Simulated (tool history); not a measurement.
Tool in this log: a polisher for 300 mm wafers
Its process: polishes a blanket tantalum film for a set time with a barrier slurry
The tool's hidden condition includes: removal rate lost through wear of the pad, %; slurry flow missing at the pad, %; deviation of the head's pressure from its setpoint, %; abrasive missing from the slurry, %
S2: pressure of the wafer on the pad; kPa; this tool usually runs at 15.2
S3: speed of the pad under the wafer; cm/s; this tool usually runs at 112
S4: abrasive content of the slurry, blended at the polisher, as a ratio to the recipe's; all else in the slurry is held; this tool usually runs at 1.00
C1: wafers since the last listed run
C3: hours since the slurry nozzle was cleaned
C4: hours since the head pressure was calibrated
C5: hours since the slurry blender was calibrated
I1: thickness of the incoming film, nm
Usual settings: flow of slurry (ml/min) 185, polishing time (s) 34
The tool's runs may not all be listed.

{"run": 1, "day": 0.0, "flow of slurry (ml/min)": 185, "S2": 15.2, "S3": 112, "S4": 1.15, "polishing time (s)": 34, "C1": 0, "wafers polished on this pad": 690, "C3": 622.8, "C4": 966.9, "C5": 46.7, "I1": 200.1, "film removed (Å)": 755}
{"run": 2, "day": 0.271, "flow of slurry (ml/min)": 185, "S2": 15.2, "S3": 112, "S4": 1.0, "polishing time (s)": 34, "C1": 68, "wafers polished on this pad": 758, "C3": 629.3, "C4": 973.4, "C5": 53.2, "I1": 197.7, "film removed (Å)": 714}
{"day": 0.567, "done": "worn pad replaced by a new one"}
{"run": 3, "day": 0.796, "flow of slurry (ml/min)": 185, "S2": 15.2, "S3": 112, "S4": 1.0, "polishing time (s)": 34, "C1": 89, "wafers polished on this pad": 57, "C3": 641.9, "C4": 986.0, "C5": 65.8, "I1": 203.4, "film removed (Å)": 718}
{"run": 4, "day": 1.488, "flow of slurry (ml/min)": 185, "S2": 15.2, "S3": 112, "S4": 1.0, "polishing time (s)": 34, "C1": 173, "wafers polished on this pad": 230, "C3": 658.5, "C4": 1002.6, "C5": 82.4, "I1": 202.4, "film removed (Å)": 728}
{"run": 5, "day": 1.825, "flow of slurry (ml/min)": 185, "S2": 15.2, "S3": 112, "S4": 1.0, "polishing time (s)": 34, "C1": 84, "wafers polished on this pad": 315, "C3": 666.6, "C4": 1010.7, "C5": 90.5, "I1": 199.7, "film removed (Å)": 717}
{"run": 6, "day": 2.079, "flow of slurry (ml/min)": 185, "S2": 15.2, "S3": 112, "S4": 1.0, "polishing time (s)": 34, "C1": 63, "wafers polished on this pad": 379, "C3": 672.7, "C4": 1016.8, "C5": 96.6, "I1": 201.4, "film removed (Å)": 720}
{"run": 7, "day": 2.625, "flow of slurry (ml/min)": 185, "S2": 15.2, "S3": 112, "S4": 1.0, "polishing time (s)": 34, "C1": 137, "wafers polished on this pad": 516, "C3": 685.8, "C4": 1029.9, "C5": 109.7, "I1": 202.0, "film removed (Å)": 715}
{"run": 8, "day": 3.292, "flow of slurry (ml/min)": 185, "S2": 15.2, "S3": 112, "S4": 1.0, "polishing time (s)": 34, "C1": 167, "wafers polished on this pad": 683, "C3": 701.8, "C4": 1045.9, "C5": 125.7, "I1": 199.3, "film removed (Å)": 728}
{"day": 3.804, "done": "slurry blender recalibrated"}
{"run": 9, "day": 4.038, "flow of slurry (ml/min)": 185, "S2": 15.2, "S3": 112, "S4": 1.0, "polishing time (s)": 34, "C1": 166, "wafers polished on this pad": 850, "C3": 719.7, "C4": 1063.8, "C5": 5.6, "I1": 200.1, "film removed (Å)": 725}
{"day": 4.283, "done": "slurry nozzle cleaned"}
{"day": 4.638, "done": "worn pad replaced by a new one"}
{"run": 10, "day": 4.75, "flow of slurry (ml/min)": 185, "S2": 15.2, "S3": 112, "S4": 1.0, "polishing time (s)": 34, "C1": 126, "wafers polished on this pad": 28, "C3": 11.2, "C4": 1080.9, "C5": 22.7, "I1": 199.7, "film removed (Å)": 722}
{"run": 11, "day": 5.033, "flow of slurry (ml/min)": 185, "S2": 15.2, "S3": 112, "S4": 1.0, "polishing time (s)": 34, "C1": 71, "wafers polished on this pad": 99, "C3": 18.0, "C4": 1087.7, "C5": 29.5, "I1": 201.6, "film removed (Å)": 716}
{"run": 12, "day": 5.388, "flow of slurry (ml/min)": 125, "S2": 11.7, "S3": 98, "S4": 1.1, "polishing time (s)": 34, "C1": 88, "wafers polished on this pad": 188, "C3": 26.5, "C4": 1096.2, "C5": 38.0, "I1": 199.0, "film removed (Å)": 482}
{"day": 7.0, "done": "head pressure recalibrated"}
{"run": 13, "day": 7.412, "flow of slurry (ml/min)": 240, "S2": 20.0, "S3": 88, "S4": 1.0, "polishing time (s)": 34, "C1": 487, "wafers polished on this pad": 676, "C3": 75.1, "C4": 9.9, "C5": 86.6, "I1": 199.2, "film removed (Å)": 929}
{"run": 14, "day": 7.762, "flow of slurry (ml/min)": 235, "S2": 15.2, "S3": 112, "S4": 1.0, "polishing time (s)": 31, "C1": 87, "wafers polished on this pad": 764, "C3": 83.5, "C4": 18.3, "C5": 95.0, "I1": 201.7, "film removed (Å)": 791}
{"run": 15, "day": 8.275, "flow of slurry (ml/min)": 185, "S2": 12.4, "S3": 112, "S4": 0.75, "polishing time (s)": 30, "C1": 128, "wafers polished on this pad": 892, "C3": 95.8, "C4": 30.6, "C5": 107.3, "I1": 200.3, "film removed (Å)": 538}
{"day": 8.517, "done": "slurry blender recalibrated"}
{"day": 8.579, "done": "worn pad replaced by a new one"}
{"run": 16, "day": 8.858, "flow of slurry (ml/min)": 185, "S2": 15.2, "S3": 112, "S4": 1.0, "polishing time (s)": 34, "C1": 109, "wafers polished on this pad": 70, "C3": 109.8, "C4": 44.6, "C5": 8.2, "I1": 202.7, "film removed (Å)": 822}
{"run": 17, "day": 9.146, "flow of slurry (ml/min)": 185, "S2": 15.2, "S3": 76, "S4": 1.0, "polishing time (s)": 29, "C1": 72, "wafers polished on this pad": 142, "C3": 116.7, "C4": 51.5, "C5": 15.1, "I1": 197.6, "film removed (Å)": 513}
{"run": 18, "day": 9.867, "flow of slurry (ml/min)": 245, "S2": 11.7, "S3": 112, "S4": 1.0, "polishing time (s)": 34, "C1": 181, "wafers polished on this pad": 323, "C3": 134.0, "C4": 68.8, "C5": 32.4, "I1": 197.8, "film removed (Å)": 651}
{"run": 19, "day": 10.492, "flow of slurry (ml/min)": 185, "S2": 18.6, "S3": 112, "S4": 1.0, "polishing time (s)": 37, "C1": 156, "wafers polished on this pad": 480, "C3": 149.0, "C4": 83.8, "C5": 47.4, "I1": 200.7, "film removed (Å)": 1076}
{"run": 20, "day": 11.15, "flow of slurry (ml/min)": 225, "S2": 18.6, "S3": 102, "S4": 1.0, "polishing time (s)": 46, "C1": 165, "wafers polished on this pad": 645, "C3": 164.8, "C4": 99.6, "C5": 63.2, "I1": 201.2, "film removed (Å)": 1277}

Some steps in film removed (Å) between neighbouring runs. How much of each would the tool show without its hidden state too (settings, what came in, random variation), and how much is left for the hidden state, with any gauge scatter that isn't in both results?
Run 11 -> 12: flow of slurry (ml/min) 185 -> 125, S2 15.2 -> 11.7, S3 112 -> 98, S4 1.00 -> 1.10. film removed (Å) -234: hidden state +38, all else -272.
Run 12 -> 13: flow of slurry (ml/min) 125 -> 240, S2 11.7 -> 20.0, S3 98 -> 88, S4 1.10 -> 1.00, head pressure recalibrated. film removed (Å) +447: hidden state +79, all else +368.
Run 18 -> 19: flow of slurry (ml/min) 245 -> 185, S2 11.7 -> 18.6, polishing time (s) 34 -> 37. film removed (Å) +425: hidden state -13, all else +438.

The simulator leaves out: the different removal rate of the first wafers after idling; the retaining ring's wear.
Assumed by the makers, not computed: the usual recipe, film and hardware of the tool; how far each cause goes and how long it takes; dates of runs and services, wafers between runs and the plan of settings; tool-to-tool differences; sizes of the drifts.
